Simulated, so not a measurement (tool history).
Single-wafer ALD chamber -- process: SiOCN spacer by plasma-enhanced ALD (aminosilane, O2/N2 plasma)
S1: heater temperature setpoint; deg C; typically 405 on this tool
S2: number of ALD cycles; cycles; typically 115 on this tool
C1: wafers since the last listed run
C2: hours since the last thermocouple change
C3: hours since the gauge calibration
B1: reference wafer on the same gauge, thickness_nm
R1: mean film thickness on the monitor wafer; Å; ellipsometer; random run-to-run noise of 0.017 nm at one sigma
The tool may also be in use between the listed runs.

Run 1, hour 0.0: usual settings but S1 397 deg C; C1 0; C2 1869.9; C3 645.0; B1 6.570. Result: R1 67.70 Å.
Run 2, hour 18.0: usual settings but S1 397 deg C; C1 42; C2 1887.9; C3 663.0; B1 6.568. Result: R1 67.81 Å.
Run 3, hour 48.6: usual settings but S2 107 cycles; C1 71; C2 1918.5; C3 693.6; B1 6.571. Result: R1 62.11 Å.
Run 4, hour 77.4: usual settings but S1 396 deg C; C1 67; C2 1947.3; C3 722.4; B1 6.569. Result: R1 67.90 Å.
Run 5, hour 93.3: usual settings but S2 109 cycles; C1 37; C2 1963.2; C3 738.3; B1 6.567. Result: R1 62.97 Å.
Run 6, hour 159.6: usual settings but S1 410 deg C, S2 122 cycles; C1 155; C2 2029.5; C3 804.6; B1 6.571. Result: R1 69.78 Å.
Run 7, hour 186.8: usual settings but S1 410 deg C, S2 122 cycles; C1 63; C2 2056.7; C3 831.8; B1 6.571. Result: R1 69.82 Å.
Run 8, hour 205.4: usual settings but S1 410 deg C, S2 122 cycles; C1 43; C2 2075.3; C3 850.4; B1 6.572. Result: R1 70.11 Å.
Run 9, hour 221.6: usual settings but S1 417 deg C, S2 128 cycles; C1 38; C2 2091.5; C3 866.6; B1 6.570. Result: R1 71.86 Å.
Run 10, hour 240.3: usual settings but S2 132 cycles; C1 43; C2 2110.2; C3 885.3; B1 6.567. Result: R1 76.52 Å.
Run 11, hour 252.9: usual settings but S1 397 deg C, S2 99 cycles; C1 29; C2 2122.8; C3 897.9; B1 6.569. Result: R1 58.42 Å.
Run 12, hour 328.2: usual settings but S1 395 deg C, S2 122 cycles; C1 176; C2 2198.1; C3 973.2; B1 6.571. Result: R1 72.03 Å.
Run 13, hour 357.5: usual settings but S1 395 deg C, S2 122 cycles; C1 68; C2 2227.4; C3 1002.5; B1 6.570. Result: R1 71.96 Å.
At hour 365.2: gauge calibrated.
Run 14, hour 372.1: usual settings; C1 34; C2 2242.0; C3 6.9; B1 6.570. Result: R1 66.62 Å.
Run 15, hour 395.1: usual settings; C1 54; C2 2265.0; C3 29.9; B1 6.571. Result: R1 66.65 Å.
Run 16, hour 412.6: usual settings; C1 41; C2 2282.5; C3 47.4; B1 6.571. Result: R1 66.87 Å.
Run 17, hour 425.2: usual settings; C1 29; C2 2295.1; C3 60.0; B1 6.570. Result: R1 66.70 Å.
Run 18, hour 447.2: usual settings; C1 51; C2 2317.1; C3 82.0; B1 6.569. Result: R1 66.72 Å.
Run 19, hour 483.1: usual settings; C1 84; C2 2353.0; C3 117.9; B1 6.571. Result: R1 66.63 Å.
Run 20, hour 500.1: usual settings; C1 39; C2 2370.0; C3 134.9; B1 6.569. Result: R1 66.78 Å.
Run 21, hour 527.9: usual settings; C1 65; C2 2397.8; C3 162.7; B1 6.573. Result: R1 66.73 Å.
Run 22, hour 558.1: usual settings but S1 419 deg C, S2 136 cycles; C1 70; C2 2428.0; C3 192.9; B1 6.569. Result: R1 75.55 Å.
Run 23, hour 583.0: usual settings but S1 410 deg C, S2 122 cycles; C1 58; C2 2452.9; C3 217.8; B1 6.571. Result: R1 69.38 Å.
At hour 593.6: thermocouple changed; heater temperature recalibrated.
Run 24, hour 618.4: usual settings but S1 397 deg C; C1 64; C2 24.8; C3 253.2; B1 6.572. Result: R1 67.89 Å.
Run 25, hour 638.6: usual settings but S1 412 deg C, S2 134 cycles; C1 47; C2 45.0; C3 273.4; B1 6.571. Result: R1 76.32 Å.
Run 26, hour 650.6: usual settings; C1 28; C2 57.0; C3 285.4; B1 6.569. Result: R1 66.67 Å.
Run 27, hour 673.2: usual settings; C1 53; C2 79.6; C3 308.0; B1 6.574. Result: R1 66.69 Å.
Run 28, hour 700.6: usual settings; C1 64; C2 107.0; C3 335.4; B1 6.569. Result: R1 66.87 Å.
Run 29, hour 734.4: usual settings but S2 125 cycles; C1 79; C2 140.8; C3 369.2; B1 6.571. Result: R1 73.04 Å.
Run 30, hour 747.3: usual settings; C1 30; C2 153.7; C3 382.1; B1 6.568. Result: R1 67.03 Å.
Run 31, hour 795.6: usual settings but S1 396 deg C, S2 129 cycles; C1 113; C2 202.0; C3 430.4; B1 6.574. Result: R1 75.65 Å.
Run 32, hour 831.2: usual settings but S2 92 cycles; C1 83; C2 237.6; C3 466.0; B1 6.569. Result: R1 53.66 Å.
Run 33, hour 849.5: usual settings but S1 419 deg C; C1 42; C2 255.9; C3 484.3; B1 6.571. Result: R1 64.19 Å.
Run 34, hour 872.2: usual settings but S1 400 deg C, S2 136 cycles; C1 53; C2 278.6; C3 507.0; B1 6.570. Result: R1 79.90 Å.
Run 35, hour 893.1: usual settings but S1 393 deg C, S2 108 cycles; C1 49; C2 299.5; C3 527.9; B1 6.573. Result: R1 63.59 Å.
Run 36, hour 924.8: usual settings; C1 74; C2 331.2; C3 559.6; B1 6.573. Result: R1 66.95 Å.
Run 37, hour 952.6: usual settings but S2 102 cycles; C1 65; C2 359.0; C3 587.4; B1 6.569. Result: R1 59.16 Å.
Run 38, hour 1002.1: usual settings; C1 116; C2 408.5; C3 636.9; B1 6.570. Result: R1 66.86 Å.

Run 39 comes next. What will it give?
Run 39, hour 1015.4: usual settings; C1 31; C2 421.8; C3 650.2; B1 ?. Result: R1 ?.

Run 39 yielded B1 6.569, R1 66.93 Å.
With the hidden condition absent and the run-to-run variation left alone, this run would have shown R1 66.93 Å.

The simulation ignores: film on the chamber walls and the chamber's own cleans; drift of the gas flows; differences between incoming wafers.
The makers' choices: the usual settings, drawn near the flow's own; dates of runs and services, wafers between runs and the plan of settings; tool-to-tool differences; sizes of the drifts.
